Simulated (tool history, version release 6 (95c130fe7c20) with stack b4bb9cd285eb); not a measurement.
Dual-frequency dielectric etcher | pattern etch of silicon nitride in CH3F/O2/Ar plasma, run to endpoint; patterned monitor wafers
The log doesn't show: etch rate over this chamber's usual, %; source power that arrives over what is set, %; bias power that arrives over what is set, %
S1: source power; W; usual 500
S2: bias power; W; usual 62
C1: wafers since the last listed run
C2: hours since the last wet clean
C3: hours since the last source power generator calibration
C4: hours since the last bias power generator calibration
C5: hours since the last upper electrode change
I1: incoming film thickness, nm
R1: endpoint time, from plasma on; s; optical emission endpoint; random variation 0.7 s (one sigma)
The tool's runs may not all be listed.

| run | hour | S1 | S2 | C1 | C2 | C3 | C4 | C5 | I1 | R1 |
|---|---|---|---|---|---|---|---|---|---|---|
| 1 | 0.0 | 500 | 67 | 0 | 273.2 | 2073.3 | 4049.8 | 3826.5 | 50.0 | 74.8 |
| 2 | 9.9 | 500 | 67 | 119 | 283.1 | 2083.2 | 4059.7 | 3836.4 | 50.2 | 75.4 |
| 3 | 22.9 | 500 | 62 | 156 | 296.1 | 2096.2 | 4072.7 | 3849.4 | 50.3 | 79.0 |
| 4 | 35.7 | 500 | 62 | 154 | 308.9 | 2109.0 | 4085.5 | 3862.2 | 50.9 | 77.4 |
| 5 | 42.2 | 500 | 62 | 78 | 315.4 | 2115.5 | 4092.0 | 3868.7 | 49.9 | 78.4 |
| 6 | 54.1 | 500 | 62 | 143 | 327.3 | 2127.4 | 4103.9 | 3880.6 | 49.7 | 76.5 |
| 7 | 65.9 | 500 | 62 | 142 | 339.1 | 2139.2 | 4115.7 | 3892.4 | 50.4 | 77.8 |
| 8 | 81.8 | 500 | 62 | 191 | 355.0 | 2155.1 | 4131.6 | 3908.3 | 49.7 | 76.4 |
| 9 | 93.9 | 460 | 65 | 145 | 367.1 | 2167.2 | 4143.7 | 3920.4 | 50.3 | 76.6 |
| 10 | 101.2 | 460 | 65 | 88 | 374.4 | 2174.5 | 4151.0 | 3927.7 | 50.1 | 77.6 |
| 11 | 111.4 | 460 | 65 | 123 | 384.6 | 2184.7 | 4161.2 | 3937.9 | 50.0 | 76.8 |
| 12 | 121.8 | 500 | 62 | 125 | 395.0 | 2195.1 | 4171.6 | 3948.3 | 50.2 | 76.3 |
| 13 | 146.7 | 500 | 62 | 300 | 419.9 | 2220.0 | 4196.5 | 3973.2 | 50.2 | 76.7 |
|  | 181.1 | bias power generator calibrated |
| 14 | 193.6 | 500 | 62 | 517 | 466.8 | 2266.9 | 12.5 | 4020.1 | 50.0 | 76.7 |
| 15 | 204.9 | 500 | 62 | 136 | 478.1 | 2278.2 | 23.8 | 4031.4 | 51.3 | 79.5 |
| 16 | 212.4 | 500 | 62 | 90 | 485.6 | 2285.7 | 31.3 | 4038.9 | 49.7 | 75.3 |
|  | 222.7 | source power generator calibrated |
|  | 239.5 | wet clean of the chamber |
|  | 240.5 | upper electrode replaced |
| 17 | 241.0 | 500 | 62 | 82 | 1.5 | 18.3 | 59.9 | 0.5 | 50.1 | 84.2 |
| 18 | 241.3 | 500 | 62 | 3 | 1.8 | 18.6 | 60.2 | 0.8 | 49.9 | 84.8 |
| 19 | 241.7 | 500 | 62 | 4 | 2.2 | 19.0 | 60.6 | 1.2 | 50.4 | 85.1 |
| 20 | 248.0 | 500 | 62 | 75 | 8.5 | 25.3 | 66.9 | 7.5 | 49.7 | 83.0 |
| 21 | 254.9 | 550 | 51 | 83 | 15.4 | 32.2 | 73.8 | 14.4 | 50.2 | 87.2 |
| 22 | 266.6 | 460 | 71 | 141 | 27.1 | 43.9 | 85.5 | 26.1 | 50.3 | 84.1 |
| 23 | 277.7 | 500 | 62 | 133 | 38.2 | 55.0 | 96.6 | 37.2 | 50.9 | 87.1 |
| 24 | 288.7 | 500 | 62 | 132 | 49.2 | 66.0 | 107.6 | 48.2 | 50.2 | 83.8 |
|  | 320.8 | wet clean of the chamber, repeated, since the last time left the tool worse |
| 25 | 321.3 | 500 | 62 | 103 | 0.5 | 98.6 | 140.2 | 80.8 | 50.2 | 79.9 |
| 26 | 321.7 | 570 | 77 | 4 | 0.9 | 99.0 | 140.6 | 81.2 | 49.8 | 70.1 |
| 27 | 331.7 | 500 | 62 | 120 | 10.9 | 109.0 | 150.6 | 91.2 | 50.5 | 80.3 |
| 28 | 343.7 | 500 | 62 | 144 | 22.9 | 121.0 | 162.6 | 103.2 | 50.5 | 81.0 |
| 29 | 360.2 | 500 | 71 | 199 | 39.4 | 137.5 | 179.1 | 119.7 | 49.9 | 75.2 |
| 30 | 369.6 | 420 | 68 | 113 | 48.8 | 146.9 | 188.5 | 129.1 | 50.0 | 80.6 |
| 31 | 379.0 | 500 | 76 | 113 | 58.2 | 156.3 | 197.9 | 138.5 | 50.2 | 74.0 |
| 32 | 385.9 | 620 | 71 | 83 | 65.1 | 163.2 | 204.8 | 145.4 | 50.3 | 70.2 |
| 33 | 398.1 | 560 | 75 | 147 | 77.3 | 175.4 | 217.0 | 157.6 | 50.3 | 72.0 |
| 34 | 404.4 | 500 | 51 | 75 | 83.6 | 181.7 | 223.3 | 163.9 | 50.1 | 85.3 |
| 35 | 413.3 | 500 | 73 | 107 | 92.5 | 190.6 | 232.2 | 172.8 | 50.2 | 75.3 |
| 36 | 430.9 | 450 | 67 | 212 | 110.1 | 208.2 | 249.8 | 190.4 | 50.4 | 78.3 |

Forecast each of these 3 alternatives for the next run:
| A | 431.3 | 500 | 50 | 4 | 110.5 | 208.6 | 250.2 | 190.8 | 49.6 | ? |
| B | 431.3 | 590 | 70 | 4 | 110.5 | 208.6 | 250.2 | 190.8 | 49.6 | ? |
| C | 431.3 | 470 | 51 | 4 | 110.5 | 208.6 | 250.2 | 190.8 | 49.6 | ? |

| run | R1 |
|---|---|
| A | 82.4 |
| B | 70.2 |
| C | 83.5 |
Without the tool's hidden state the same runs would have given:
| run | R1 |
|---|---|
| A | 82.6 |
| B | 70.4 |
| C | 83.7 |

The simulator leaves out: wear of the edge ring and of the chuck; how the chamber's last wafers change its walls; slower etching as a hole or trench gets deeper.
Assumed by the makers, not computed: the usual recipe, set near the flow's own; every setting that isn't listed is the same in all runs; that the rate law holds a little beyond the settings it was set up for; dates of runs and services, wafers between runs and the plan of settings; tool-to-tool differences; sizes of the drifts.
